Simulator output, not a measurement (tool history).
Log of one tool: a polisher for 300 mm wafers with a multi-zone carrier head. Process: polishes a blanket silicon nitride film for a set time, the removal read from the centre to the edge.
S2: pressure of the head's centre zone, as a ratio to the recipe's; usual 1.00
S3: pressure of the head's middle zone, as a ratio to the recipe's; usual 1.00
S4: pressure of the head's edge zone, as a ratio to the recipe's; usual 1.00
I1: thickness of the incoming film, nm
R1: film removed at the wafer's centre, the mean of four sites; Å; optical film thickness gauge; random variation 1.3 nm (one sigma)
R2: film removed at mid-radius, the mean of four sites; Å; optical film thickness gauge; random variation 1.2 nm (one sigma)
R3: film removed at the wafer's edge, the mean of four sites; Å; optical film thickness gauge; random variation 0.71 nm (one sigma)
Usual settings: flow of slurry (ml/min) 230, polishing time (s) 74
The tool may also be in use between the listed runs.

run 1 day=0.000 | flow_of_slurry_(ml/min)=185 S2=1.00 S3=1.00 S4=1.00 polishing_time_(s)=74 | I1=874.6 | R1=930 R2=970 R3=934
run 2 day=4.271 | flow_of_slurry_(ml/min)=185 S2=1.00 S3=1.00 S4=1.00 polishing_time_(s)=74 | I1=881.2 | R1=904 R2=936 R3=918
run 3 day=7.408 | flow_of_slurry_(ml/min)=185 S2=1.00 S3=1.00 S4=1.00 polishing_time_(s)=74 | I1=875.9 | R1=978 R2=994 R3=968
run 4 day=8.950 | flow_of_slurry_(ml/min)=230 S2=1.00 S3=1.00 S4=1.00 polishing_time_(s)=55 | I1=869.2 | R1=726 R2=730 R3=738
run 5 day=13.254 | flow_of_slurry_(ml/min)=230 S2=1.00 S3=0.93 S4=1.00 polishing_time_(s)=74 | I1=880.6 | R1=997 R2=950 R3=980
run 6 day=17.438 | flow_of_slurry_(ml/min)=230 S2=1.00 S3=1.00 S4=1.00 polishing_time_(s)=74 | I1=873.4 | R1=989 R2=993 R3=970
run 7 day=21.696 | flow_of_slurry_(ml/min)=230 S2=1.00 S3=1.00 S4=1.00 polishing_time_(s)=74 | I1=878.0 | R1=927 R2=963 R3=954
run 8 day=34.950 | flow_of_slurry_(ml/min)=230 S2=1.00 S3=1.00 S4=1.00 polishing_time_(s)=74 | I1=866.7 | R1=964 R2=980 R3=967
run 9 day=38.262 | flow_of_slurry_(ml/min)=230 S2=1.00 S3=1.00 S4=1.04 polishing_time_(s)=74 | I1=870.7 | R1=967 R2=993 R3=981
run 10 day=39.804 | flow_of_slurry_(ml/min)=155 S2=1.00 S3=1.11 S4=0.91 polishing_time_(s)=74 | I1=883.5 | R1=900 R2=992 R3=887
run 11 day=42.712 | flow_of_slurry_(ml/min)=230 S2=1.00 S3=1.00 S4=0.90 polishing_time_(s)=74 | I1=897.2 | R1=931 R2=949 R3=879
run 12 day=46.058 | flow_of_slurry_(ml/min)=230 S2=1.00 S3=1.00 S4=1.08 polishing_time_(s)=94 | I1=875.3 | R1=1233 R2=1288 R3=1300
run 13 day=49.304 | flow_of_slurry_(ml/min)=230 S2=1.10 S3=1.00 S4=1.07 polishing_time_(s)=74 | I1=873.8 | R1=1050 R2=1020 R3=999
run 14 day=52.667 | flow_of_slurry_(ml/min)=230 S2=1.00 S3=1.04 S4=1.00 polishing_time_(s)=74 | I1=864.1 | R1=987 R2=1046 R3=969
run 15 day=56.671 | flow_of_slurry_(ml/min)=230 S2=1.00 S3=1.00 S4=1.00 polishing_time_(s)=74 | I1=879.6 | R1=951 R2=994 R3=958
run 16 day=58.542 | flow_of_slurry_(ml/min)=230 S2=1.00 S3=1.00 S4=1.08 polishing_time_(s)=74 | I1=885.9 | R1=946 R2=966 R3=981
run 17 day=60.717 | flow_of_slurry_(ml/min)=230 S2=1.00 S3=0.96 S4=0.96 polishing_time_(s)=83 | I1=877.2 | R1=1070 R2=1048 R3=1024
run 18 day=64.771 | flow_of_slurry_(ml/min)=230 S2=1.00 S3=1.00 S4=1.00 polishing_time_(s)=74 | I1=862.8 | R1=990 R2=1024 R3=987
run 19 day=67.092 | flow_of_slurry_(ml/min)=230 S2=1.00 S3=1.05 S4=1.00 polishing_time_(s)=74 | I1=887.5 | R1=1002 R2=1061 R3=993
run 20 day=69.488 | flow_of_slurry_(ml/min)=230 S2=1.07 S3=1.00 S4=1.00 polishing_time_(s)=89 | I1=863.9 | R1=1252 R2=1224 R3=1178
run 21 day=72.583 | flow_of_slurry_(ml/min)=230 S2=1.00 S3=0.96 S4=0.96 polishing_time_(s)=83 | I1=897.9 | R1=1104 R2=1119 R3=1067
run 22 day=75.658 | flow_of_slurry_(ml/min)=230 S2=1.00 S3=0.94 S4=1.00 polishing_time_(s)=90 | I1=894.9 | R1=1157 R2=1165 R3=1155
run 23 day=77.521 | flow_of_slurry_(ml/min)=230 S2=1.05 S3=1.00 S4=1.04 polishing_time_(s)=74 | I1=880.7 | R1=1009 R2=979 R3=975

Not shown: 11 entries that the log had between the listed runs. Between which runs, and how does the tool's hidden state differ before and after?
Between runs 2 and 3: worn pad replaced by a new one (day 5.762); centre zone pressure recalibrated (day 6.117)
  removal rate lost through wear of the pad, %: 6.17 -> 0.508
  measured less the result without the state, R1: -60 -> -5 Å; R2: -62 -> -5 Å; R3: -60 -> -5 Å
Between runs 4 and 5: slurry nozzle cleaned (day 11.962)
  removal rate lost through wear of the pad, %: 0.64 -> 1.46
  measured less the result without the state, R1: -5 -> -15 Å; R2: -5 -> -14 Å; R3: -4 -> -14 Å
Between runs 5 and 6: edge zone pressure recalibrated (day 17.417)
  removal rate lost through wear of the pad, %: 1.46 -> 2.88
  measured less the result without the state, R1: -15 -> -29 Å; R2: -14 -> -29 Å; R3: -14 -> -28 Å
Between runs 7 and 8: worn pad replaced by a new one (day 23.550); carrier head's membrane replaced by a new one (day 25.479)
  removal rate lost through wear of the pad, %: 4.96 -> 2.42
  measured less the result without the state, R1: -48 -> -24 Å; R2: -50 -> -24 Å; R3: -50 -> -24 Å
Between runs 10 and 11: slurry nozzle cleaned (day 40.292); centre zone pressure recalibrated (day 40.633)
  removal rate lost through wear of the pad, %: 4.8 -> 6.62
  measured less the result without the state, R1: -45 -> -66 Å; R2: -50 -> -68 Å; R3: -45 -> -62 Å
Between runs 11 and 12: worn pad replaced by a new one (day 44.838)
  removal rate lost through wear of the pad, %: 6.62 -> 0.596
  measured less the result without the state, R1: -66 -> -7 Å; R2: -68 -> -8 Å; R3: -62 -> -7 Å
Between runs 17 and 18: worn pad replaced by a new one (day 64.738)
  removal rate lost through wear of the pad, %: 5.04 -> 0.358
  measured less the result without the state, R1: -57 -> -4 Å; R2: -55 -> -4 Å; R3: -54 -> -3 Å
Between runs 18 and 19: slurry nozzle cleaned (day 66.750)
  removal rate lost through wear of the pad, %: 0.358 -> 0.456
  measured less the result without the state, R1: -4 -> -5 Å; R2: -4 -> -5 Å; R3: -3 -> -4 Å
